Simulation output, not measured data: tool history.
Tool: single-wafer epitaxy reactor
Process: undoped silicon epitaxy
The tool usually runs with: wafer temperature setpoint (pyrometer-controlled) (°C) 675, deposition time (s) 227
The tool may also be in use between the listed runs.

run	day	wafer temperature setpoint (pyrometer-controlled) (°C)	deposition time (s)	read-back reference wafer on the same gauge, thickness_nm	mean film thickness on the monitor wafer (nm)
1	0.000	675	227	59.481	76.493
2	0.471	675	245	59.552	83.445
3	0.808	679	227	59.532	83.699
4	1.279	675	227	59.489	76.948
5	1.542	675	227	59.510	76.503
6	2.025	675	227	59.498	76.666
7	2.354	675	227	59.532	76.806
8	2.908	675	227	59.428	76.662
9	3.412	675	227	59.564	76.294
10	3.762	670	251	59.533	76.753
11	4.471	675	227	59.548	77.501
12	5.142	675	227	59.504	77.118
13	5.546	675	227	59.508	77.178
14	6.262	675	227	59.533	77.543
15	6.875	675	227	59.521	77.479
16	7.388	675	259	59.475	88.514
17	7.838	675	259	59.480	87.604
18	9.654	675	259	59.583	87.830
19	10.379	675	227	59.505	77.410
# day 10.983: gauge calibrated
20	11.058	675	227	59.473	77.665
21	11.350	671	241	59.443	75.106
22	11.896	675	227	59.508	77.292
23	12.496	675	227	59.554	77.866
24	13.183	682	227	59.455	89.680
25	13.638	675	227	59.487	77.812
26	13.938	675	227	59.551	78.359
27	14.358	690	227	59.415	107.308
# day 15.104: pyrometer calibrated
28	15.125	688	262	59.503	106.144
29	15.396	667	269	59.534	69.498
30	16.054	675	227	59.521	70.143
31	16.533	666	192	59.559	48.505
32	16.842	675	227	59.478	69.742
33	17.096	686	213	59.518	82.607
34	17.421	675	227	59.502	70.295
35	18.171	686	245	59.509	94.868
36	18.792	670	241	59.526	66.662
37	19.250	671	262	59.482	74.637
38	19.812	665	227	59.467	56.738
39	20.179	680	268	59.496	92.800
40	20.688	680	184	59.475	63.174
41	21.158	686	213	59.520	83.593
42	21.779	675	227	59.506	70.020
43	22.512	671	188	59.493	53.412
44	22.838	671	254	59.458	72.008
45	23.571	675	227	59.531	70.050
46	23.862	675	227	59.505	70.693
47	24.417	671	261	59.441	74.537

Selected run-to-run steps in mean film thickness on the monitor wafer (nm), each split into two signed amounts: the part the tool would show with no hidden state at all (from settings, incoming material and random variation), and the remainder, which goes to the hidden state together with any gauge scatter not common to the measured and the hidden-state-free results:
The hidden state here: wafer temperature above the value expected at the setpoint (K); gauge reads high (%).
Run 23 -> 24: wafer temperature setpoint (pyrometer-controlled) (°C) 675 -> 682. mean film thickness on the monitor wafer (nm) +11.814: hidden state +1.179, all else +10.635.
Run 26 -> 27: wafer temperature setpoint (pyrometer-controlled) (°C) 675 -> 690. mean film thickness on the monitor wafer (nm) +28.949: hidden state +2.820, all else +26.129.
Run 27 -> 28: wafer temperature setpoint (pyrometer-controlled) (°C) 690 -> 688, deposition time (s) 227 -> 262, pyrometer calibrated. mean film thickness on the monitor wafer (nm) -1.164: hidden state -10.559, all else +9.395.
Run 28 -> 29: wafer temperature setpoint (pyrometer-controlled) (°C) 688 -> 667, deposition time (s) 262 -> 269. mean film thickness on the monitor wafer (nm) -36.646: hidden state -0.218, all else -36.428.
Run 38 -> 39: wafer temperature setpoint (pyrometer-controlled) (°C) 665 -> 680, deposition time (s) 227 -> 268. mean film thickness on the monitor wafer (nm) +36.062: hidden state +0.423, all else +35.639.
Run 39 -> 40: deposition time (s) 268 -> 184. mean film thickness on the monitor wafer (nm) -29.626: hidden state -0.321, all else -29.305.

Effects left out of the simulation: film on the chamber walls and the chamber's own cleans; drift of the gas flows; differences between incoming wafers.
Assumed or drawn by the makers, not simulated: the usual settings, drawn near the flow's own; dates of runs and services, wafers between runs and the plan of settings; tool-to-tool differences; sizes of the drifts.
